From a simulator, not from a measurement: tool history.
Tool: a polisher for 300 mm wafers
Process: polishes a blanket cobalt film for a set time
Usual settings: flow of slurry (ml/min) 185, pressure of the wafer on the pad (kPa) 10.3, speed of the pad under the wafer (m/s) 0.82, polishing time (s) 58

| run | day | flow of slurry (ml/min) | pressure of the wafer on the pad (kPa) | speed of the pad under the wafer (m/s) | polishing time (s) | wafers since the last listed run | wafers polished on this pad | hours since the slurry nozzle was cleaned | hours since the head pressure was calibrated | incoming thickness of the incoming film, nm | film removed (angstrom) |
|---|---|---|---|---|---|---|---|---|---|---|---|
| 1 | 0.000 | 185 | 10.3 | 0.82 | 43 | 0 | 31 | 298.3 | 192.9 | 1156.8 | 1432 |
| 2 | 1.954 | 230 | 10.3 | 0.82 | 51 | 375 | 406 | 345.2 | 239.8 | 1155.5 | 1741 |
|  | 3.271 | head pressure recalibrated |
| 3 | 5.904 | 230 | 10.3 | 0.82 | 51 | 743 | 1150 | 440.0 | 63.2 | 1176.6 | 1741 |
| 4 | 8.604 | 230 | 10.3 | 0.82 | 51 | 519 | 1669 | 504.8 | 128.0 | 1172.9 | 1729 |
| 5 | 11.262 | 185 | 10.3 | 0.82 | 58 | 511 | 2180 | 568.6 | 191.8 | 1155.9 | 1936 |
|  | 12.029 | worn pad replaced by a new one |
| 6 | 14.371 | 185 | 10.3 | 0.82 | 58 | 565 | 450 | 643.2 | 266.4 | 1194.8 | 1931 |
|  | 15.962 | head pressure recalibrated |
|  | 15.967 | slurry nozzle cleaned |
| 7 | 16.767 | 185 | 10.3 | 0.82 | 58 | 444 | 894 | 19.2 | 19.3 | 1149.2 | 1860 |
| 8 | 24.417 | 185 | 10.3 | 0.82 | 58 | 1471 | 2365 | 202.8 | 202.9 | 1186.6 | 1921 |
|  | 26.600 | worn pad replaced by a new one |
|  | 27.371 | head pressure recalibrated |
| 9 | 28.292 | 185 | 10.3 | 0.82 | 58 | 697 | 309 | 295.8 | 22.1 | 1160.1 | 1921 |
| 10 | 31.542 | 185 | 10.3 | 0.82 | 58 | 624 | 934 | 373.8 | 100.1 | 1160.9 | 1931 |
| 11 | 33.812 | 185 | 10.3 | 0.62 | 69 | 436 | 1371 | 428.3 | 154.6 | 1161.2 | 1736 |
| 12 | 36.917 | 120 | 10.3 | 1.10 | 43 | 596 | 1968 | 502.8 | 229.1 | 1160.9 | 1828 |
|  | 38.879 | worn pad replaced by a new one |
| 13 | 41.212 | 230 | 10.3 | 0.82 | 51 | 794 | 448 | 605.9 | 332.2 | 1184.7 | 1704 |
|  | 41.454 | slurry nozzle cleaned |
|  | 42.200 | head pressure recalibrated |
| 14 | 44.108 | 140 | 7.6 | 1.00 | 69 | 532 | 981 | 63.7 | 45.8 | 1176.3 | 2012 |
| 15 | 47.738 | 185 | 10.3 | 0.82 | 68 | 697 | 1679 | 150.8 | 132.9 | 1174.0 | 2290 |
| 16 | 51.821 | 185 | 10.3 | 0.82 | 58 | 785 | 2464 | 248.8 | 230.9 | 1187.9 | 1862 |
|  | 52.729 | worn pad replaced by a new one |
| 17 | 55.175 | 125 | 10.3 | 0.74 | 58 | 612 | 470 | 329.3 | 311.4 | 1147.0 | 1673 |
|  | 56.012 | head pressure recalibrated |
| 18 | 56.742 | 185 | 6.9 | 0.82 | 58 | 285 | 755 | 366.9 | 17.5 | 1189.1 | 1274 |
| 19 | 60.262 | 150 | 10.3 | 0.82 | 58 | 677 | 1432 | 451.4 | 102.0 | 1158.3 | 1836 |
| 20 | 63.108 | 165 | 13.1 | 0.82 | 58 | 547 | 1980 | 519.7 | 170.3 | 1157.5 | 2475 |

The next listed run, before its measurement:
|  | 64.512 | worn pad replaced by a new one |
| 21 | 65.475 | 185 | 10.3 | 0.82 | 58 | 423 | 185 | 576.5 | 227.1 | 1159.8 | ? |

film removed (angstrom): 1952
Without the tool's hidden state the same run would have given film removed (angstrom) 1952.

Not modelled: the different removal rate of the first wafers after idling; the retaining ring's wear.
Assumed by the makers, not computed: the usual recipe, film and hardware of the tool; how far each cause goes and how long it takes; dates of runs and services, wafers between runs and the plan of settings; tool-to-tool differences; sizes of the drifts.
